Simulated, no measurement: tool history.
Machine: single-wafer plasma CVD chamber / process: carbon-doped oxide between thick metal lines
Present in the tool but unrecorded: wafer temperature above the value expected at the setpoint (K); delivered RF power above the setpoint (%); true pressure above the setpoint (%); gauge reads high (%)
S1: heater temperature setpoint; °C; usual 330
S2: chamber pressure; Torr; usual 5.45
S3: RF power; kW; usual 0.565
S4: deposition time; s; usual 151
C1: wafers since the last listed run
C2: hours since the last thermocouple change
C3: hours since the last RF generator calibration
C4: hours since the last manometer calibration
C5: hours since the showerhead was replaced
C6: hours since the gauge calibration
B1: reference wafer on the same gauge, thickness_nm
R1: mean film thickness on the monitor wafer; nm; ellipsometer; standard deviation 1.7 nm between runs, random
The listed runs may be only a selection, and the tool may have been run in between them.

run 1 hour=0 | S1=330 S2=5.45 S3=0.565 S4=151 | C1=0 C2=1266.9 C3=147.7 C4=1512.3 C5=6860.6 C6=912.6 | B1=762.521 | R1=899.486
run 2 hour=25.5 | S1=330 S2=5.45 S3=0.565 S4=136 | C1=324 C2=1292.4 C3=173.2 C4=1537.8 C5=6886.1 C6=938.1 | B1=762.489 | R1=812.853
run 3 hour=67.5 | S1=330 S2=5.45 S3=0.565 S4=151 | C1=534 C2=1334.4 C3=215.2 C4=1579.8 C5=6928.1 C6=980.1 | B1=761.495 | R1=899.091
run 4 hour=92.2 | S1=330 S2=5.45 S3=0.565 S4=151 | C1=314 C2=1359.1 C3=239.9 C4=1604.5 C5=6952.8 C6=1004.8 | B1=760.925 | R1=902.628
run 5 hour=148.5 | S1=330 S2=5.45 S3=0.565 S4=151 | C1=716 C2=1415.4 C3=296.2 C4=1660.8 C5=7009.1 C6=1061.1 | B1=762.193 | R1=900.952
run 6 hour=190.6 | S1=324 S2=4.44 S3=0.565 S4=151 | C1=535 C2=1457.5 C3=338.3 C4=1702.9 C5=7051.2 C6=1103.2 | B1=762.089 | R1=880.726
run 7 hour=234.9 | S1=324 S2=4.44 S3=0.565 S4=151 | C1=563 C2=1501.8 C3=382.6 C4=1747.2 C5=7095.5 C6=1147.5 | B1=762.515 | R1=879.386
run 8 hour=273.9 | S1=324 S2=4.44 S3=0.565 S4=151 | C1=496 C2=1540.8 C3=421.6 C4=1786.2 C5=7134.5 C6=1186.5 | B1=761.816 | R1=878.327
run 9 hour=307.4 | S1=330 S2=5.45 S3=0.565 S4=135 | C1=426 C2=1574.3 C3=455.1 C4=1819.7 C5=7168 C6=1220 | B1=761.75 | R1=803.985
run 10 hour=349.5 | S1=330 S2=5.45 S3=0.565 S4=151 | C1=535 C2=1616.4 C3=497.2 C4=1861.8 C5=7210.1 C6=1262.1 | B1=761.639 | R1=897.328
run 11 hour=395.1 | S1=330 S2=5.45 S3=0.565 S4=151 | C1=580 C2=1662 C3=542.8 C4=1907.4 C5=7255.7 C6=1307.7 | B1=762.148 | R1=894.279
run 12 hour=559 | S1=330 S2=5.45 S3=0.565 S4=151 | C1=2085 C2=1825.9 C3=706.7 C4=2071.3 C5=7419.6 C6=1471.6 | B1=760.925 | R1=889.118
run 13 hour=604.7 | S1=330 S2=5.45 S3=0.565 S4=151 | C1=581 C2=1871.6 C3=752.4 C4=2117 C5=7465.3 C6=1517.3 | B1=762.326 | R1=889.726
-- hour=606.3 gauge calibrated
run 14 hour=647.2 | S1=344 S2=5.45 S3=0.565 S4=136 | C1=540 C2=1914.1 C3=794.9 C4=2159.5 C5=7507.8 C6=40.9 | B1=761.86 | R1=773.962
-- hour=663.8 RF generator calibrated
-- hour=696.4 thermocouple changed; heater temperature recalibrated
run 15 hour=704.3 | S1=322 S2=6.54 S3=0.455 S4=159 | C1=522 C2=7.9 C3=40.5 C4=2216.6 C5=7564.9 C6=98 | B1=761.131 | R1=883.584
-- hour=766.5 capacitance manometer re-zeroed and calibrated
run 16 hour=773.6 | S1=324 S2=5.05 S3=0.565 S4=151 | C1=779 C2=77.2 C3=109.8 C4=7.1 C5=7634.2 C6=167.3 | B1=761.239 | R1=918.378
run 17 hour=824.6 | S1=330 S2=5.45 S3=0.565 S4=151 | C1=648 C2=128.2 C3=160.8 C4=58.1 C5=7685.2 C6=218.3 | B1=762.513 | R1=912.69
-- hour=850.2 showerhead replaced
run 18 hour=881.9 | S1=324 S2=4.53 S3=0.645 S4=172 | C1=627 C2=185.5 C3=218.1 C4=115.4 C5=31.7 C6=275.6 | B1=761.609 | R1=1101.836
run 19 hour=936.3 | S1=330 S2=5.45 S3=0.565 S4=151 | C1=692 C2=239.9 C3=272.5 C4=169.8 C5=86.1 C6=330 | B1=762.138 | R1=911.716
run 20 hour=994.3 | S1=339 S2=6.13 S3=0.465 S4=151 | C1=738 C2=297.9 C3=330.5 C4=227.8 C5=144.1 C6=388 | B1=761.973 | R1=806.392
run 21 hour=1041.7 | S1=330 S2=5.45 S3=0.565 S4=151 | C1=603 C2=345.3 C3=377.9 C4=275.2 C5=191.5 C6=435.4 | B1=762.156 | R1=908.322
run 22 hour=1080.7 | S1=330 S2=5.45 S3=0.565 S4=142 | C1=496 C2=384.3 C3=416.9 C4=314.2 C5=230.5 C6=474.4 | B1=761.56 | R1=853.618
run 23 hour=1133.1 | S1=330 S2=4.84 S3=0.565 S4=181 | C1=666 C2=436.7 C3=469.3 C4=366.6 C5=282.9 C6=526.8 | B1=762.406 | R1=1062.726
run 24 hour=1203.5 | S1=330 S2=5.85 S3=0.565 S4=151 | C1=895 C2=507.1 C3=539.7 C4=437 C5=353.3 C6=597.2 | B1=761.76 | R1=917.729

4 options for the next run, each taken on its own from the tool as it stands now. Forecast them:
run A hour=1203.9 | S1=330 S2=5.45 S3=0.635 S4=151 | C1=5 C2=507.5 C3=540.1 C4=437.4 C5=353.7 C6=597.6 | B1=? | R1=?
run B hour=1203.9 | S1=330 S2=4.57 S3=0.565 S4=140 | C1=5 C2=507.5 C3=540.1 C4=437.4 C5=353.7 C6=597.6 | B1=? | R1=?
run C hour=1203.9 | S1=330 S2=4.29 S3=0.655 S4=135 | C1=5 C2=507.5 C3=540.1 C4=437.4 C5=353.7 C6=597.6 | B1=? | R1=?
run D hour=1203.9 | S1=324 S2=5.45 S3=0.565 S4=165 | C1=5 C2=507.5 C3=540.1 C4=437.4 C5=353.7 C6=597.6 | B1=? | R1=?

run=A B1=762.317 R1=965.402
run=B B1=762.317 R1=812.484
run=C B1=762.317 R1=840.583
run=D B1=762.317 R1=1005.995
Without the tool's hidden state the same runs would have given:
run=A R1=975.363
run=B R1=820.81
run=C R1=849.197
run=D R1=1016.375
